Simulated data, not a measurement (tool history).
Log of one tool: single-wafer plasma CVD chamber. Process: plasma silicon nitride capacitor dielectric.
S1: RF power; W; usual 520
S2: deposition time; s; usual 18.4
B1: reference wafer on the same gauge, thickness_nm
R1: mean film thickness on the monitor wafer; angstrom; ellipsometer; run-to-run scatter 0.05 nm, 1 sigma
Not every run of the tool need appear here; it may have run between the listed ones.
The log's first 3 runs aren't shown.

run,hour,S1,S2,B1,R1
4,90.9,520,18.4,26.097,288.15
5,118.2,520,18.4,26.098,289.69
6,138.4,520,18.4,26.099,288.85
7,172.3,520,18.4,26.097,287.65
8,220.5,520,21.2,26.11,333.06
9,232.6,520,21.2,26.102,332.14
10,265.2,490,18.4,26.101,284.83
11,291.9,490,18.4,26.104,283.9
12,354.1,570,16.2,26.096,259.01
13,367.6,570,16.2,26.102,258.14
# hour 383.2: gauge calibrated
# hour 390.3: showerhead replaced
14,390.8,570,16.2,26.107,258.7
15,417,520,18.4,26.099,286.69
16,450.2,440,15.6,26.102,234.07
17,474.3,565,15.9,26.104,252.86
# hour 508.6: RF generator calibrated
18,509.1,520,18.4,26.106,292.98
19,529.2,460,20.7,26.106,321.07
20,586.2,565,18.4,26.097,298.97

The next listed run, before its measurement:
21,619.2,455,21.5,?,?

{"run 21": {"B1": 26.102, "R1": 332.35}}
If the tool had no hidden condition, the same run with the same run-to-run variation would have returned R1 333.07 angstrom.
